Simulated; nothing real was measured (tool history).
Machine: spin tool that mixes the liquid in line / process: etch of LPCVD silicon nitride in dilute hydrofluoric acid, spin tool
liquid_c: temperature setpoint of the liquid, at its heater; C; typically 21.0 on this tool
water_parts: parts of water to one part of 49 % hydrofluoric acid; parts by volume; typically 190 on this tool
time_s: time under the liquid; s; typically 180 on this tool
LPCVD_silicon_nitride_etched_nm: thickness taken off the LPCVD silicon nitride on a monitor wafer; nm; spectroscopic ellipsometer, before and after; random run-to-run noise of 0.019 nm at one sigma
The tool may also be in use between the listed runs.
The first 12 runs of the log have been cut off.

run    hour  liquid_c  water_parts  time_s  wafers since the last listed run  hours since the thermometer was replaced  hours since the hydrofluoric acid flow meter was replaced  hours since the gauge calibration  read-back film thickness of the LPCVD silicon nitride reference wafer, read on the same gauge (nm)  LPCVD_silicon_nitride_etched_nm
 13  1132.1      21.0          130     260                               539                                     464.8                                                      589.4                             2199.8                                                                                              89.990                            0.685
 14  1238.8      21.0          230     180                               807                                     571.5                                                      696.1                             2306.5                                                                                              90.003                            0.278
 15  1324.9      21.0          120     180                               651                                     657.6                                                      782.2                             2392.6                                                                                              89.995                            0.595
     1363.6  -- hydrofluoric acid flow meter replaced
 16  1414.8      25.5          110     265                               673                                     747.5                                                       51.2                             2482.5                                                                                              90.003                            1.316
 17  1593.1      22.5          215     100                              1349                                     925.8                                                      229.5                             2660.8                                                                                              89.997                            0.174
 18  1677.1      24.0          140     215                               636                                    1009.8                                                      313.5                             2744.8                                                                                              90.011                            0.661
 19  1747.9      23.5          165     180                               536                                    1080.6                                                      384.3                             2815.6                                                                                              90.013                            0.442
 20  1843.2      24.5          110     180                               721                                    1175.9                                                      479.6                             2910.9                                                                                              90.010                            0.731
     1859.9  -- gauge calibrated
 21  1945.4      21.0          145     270                               773                                    1278.1                                                      581.8                               85.5                                                                                              90.000                            0.683
 22  2240.4      21.0          190     180                              2233                                    1573.1                                                      876.8                              380.5                                                                                              89.990                            0.322
     2258.2  -- hydrofluoric acid flow meter replaced
 23  2307.9      17.0          120     110                               503                                    1640.6                                                       49.7                              448.0                                                                                              89.991                            0.265
 24  2386.5      21.0          190     180                               595                                    1719.2                                                      128.3                              526.6                                                                                              89.980                            0.362
 25  2464.9      21.0          225     180                               593                                    1797.6                                                      206.7                              605.0                                                                                              89.998                            0.292
 26  2565.3      25.0          245     180                               760                                    1898.0                                                      307.1                              705.4                                                                                              90.012                            0.356
 27  2602.5      21.0          190     215                               281                                    1935.2                                                      344.3                              742.6                                                                                              90.014                            0.406
 28  2652.8      21.0          145     180                               380                                    1985.5                                                      394.6                              792.9                                                                                              90.007                            0.486
 29  2727.9      17.0          140     180                               568                                    2060.6                                                      469.7                              868.0                                                                                              90.013                            0.341
 30  2877.8      18.0          235     235                              1134                                    2210.5                                                      619.6                             1017.9                                                                                              90.009                            0.313
 31  2926.9      21.0          140     180                               371                                    2259.6                                                      668.7                             1067.0                                                                                              89.983                            0.460
     3015.1  -- hydrofluoric acid flow meter replaced
 32  3029.7      19.5          190     260                               770                                    2362.4                                                       14.6                             1169.8                                                                                              89.977                            0.481
 33  3103.4      21.0          280     180                               558                                    2436.1                                                       88.3                             1243.5                                                                                              89.985                            0.216

3 ways to go on from here, each from the tool as it stands after run 33. What would each give?
  A  3103.9      21.0          190     180                                 3                                    2436.6                                                       88.8                             1244.0                                                                                                   ?                                ?
  B  3103.9      18.0          160     250                                 3                                    2436.6                                                       88.8                             1244.0                                                                                                   ?                                ?
  C  3103.9      24.0          160     285                                 3                                    2436.6                                                       88.8                             1244.0                                                                                                   ?                                ?

run  read-back film thickness of the LPCVD silicon nitride reference wafer, read on the same gauge (nm)  LPCVD_silicon_nitride_etched_nm
  A                                                                                              89.994                            0.346
  B                                                                                              89.994                            0.465
  C                                                                                              89.994                            0.787
With no hidden state in the tool, these same runs would have given:
run  LPCVD_silicon_nitride_etched_nm
  A                            0.346
  B                            0.465
  C                            0.787

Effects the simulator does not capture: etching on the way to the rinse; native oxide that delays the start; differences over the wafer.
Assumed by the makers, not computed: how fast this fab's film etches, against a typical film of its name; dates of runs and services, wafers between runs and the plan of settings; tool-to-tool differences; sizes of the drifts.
